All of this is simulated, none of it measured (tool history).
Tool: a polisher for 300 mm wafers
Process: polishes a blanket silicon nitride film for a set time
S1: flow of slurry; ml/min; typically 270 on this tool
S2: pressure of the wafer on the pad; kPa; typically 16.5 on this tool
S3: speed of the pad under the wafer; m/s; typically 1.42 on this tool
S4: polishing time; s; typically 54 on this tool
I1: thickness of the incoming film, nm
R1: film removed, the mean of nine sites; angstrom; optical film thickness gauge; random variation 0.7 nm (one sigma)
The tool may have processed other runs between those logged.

run	hour	S1	S2	S3	S4	I1	R1
1	0	250	16.5	1.42	54	824.1	813
2	48.5	250	16.5	1.42	54	835.1	803
3	98.8	250	16.5	1.42	54	846.8	814
4	132.8	310	18.6	1.42	54	828.3	927
# hour 183.7: worn pad replaced by a new one
5	184.2	310	18.6	1.42	54	824	962
6	228.8	270	16.5	1.42	54	824	831
7	288.7	270	16.5	1.42	54	830.3	821
8	318.5	270	16.5	1.54	54	840.4	859
# hour 329.1: slurry nozzle cleaned
9	362.7	270	16.5	1.42	54	837.8	804
10	390.2	270	16.5	1.42	54	836.5	805
11	436.7	270	16.5	1.42	54	847	803
# hour 473.1: worn pad replaced by a new one
12	537	270	16.5	1.42	54	846.8	824
# hour 564.6: head pressure recalibrated
13	590.4	270	16.5	1.42	54	822.1	820
14	620.3	270	15.2	1.42	54	819.3	757
15	655.1	270	16.5	1.42	47	815.5	701
16	710.6	270	16.5	1.42	47	828.6	703
# hour 736.1: worn pad replaced by a new one, of another model than before
# hour 763.9: slurry nozzle cleaned
17	773	180	21.4	1	70	827.8	971
18	813	270	14.5	1.42	54	829.8	734
19	851.2	270	16.5	1.42	54	836.7	822
20	922.9	270	16.5	1.92	47	831.4	909
21	993	270	16.5	1.16	35	836.5	431
# hour 1044.3: worn pad replaced by a new one
22	1054.9	215	16.5	1.42	45	836.6	693
23	1118.4	330	16.5	1.42	54	831.7	835
24	1178.2	215	21.4	1.42	72	835.9	1330
# hour 1195.9: slurry nozzle cleaned
25	1220.6	270	16.5	1.42	54	847.5	810
26	1253.8	270	12.4	1.24	54	832.1	575
27	1278.9	270	14.5	1.42	63	813	850
28	1307.4	360	13.8	1.42	70	828.2	937
29	1334.1	245	21.4	1.42	72	817	1314
# hour 1342.9: worn pad replaced by a new one
30	1370.9	270	16.5	1.42	54	835.4	829
31	1402.2	270	20	1.12	71	827.3	1028
32	1454.6	235	13.8	1.42	54	816.3	710

Branching from run 32: 3 alternative next runs. What would each branch give?
A	1455	345	16.5	1.42	54	829.7	?
B	1455	310	14.5	1.12	42	829.7	?
C	1455	270	22.1	1.42	73	829.7	?

run	R1
A	837
B	477
C	1410
With no hidden state in the tool, these same runs would have given:
run	R1
A	850
B	485
C	1432
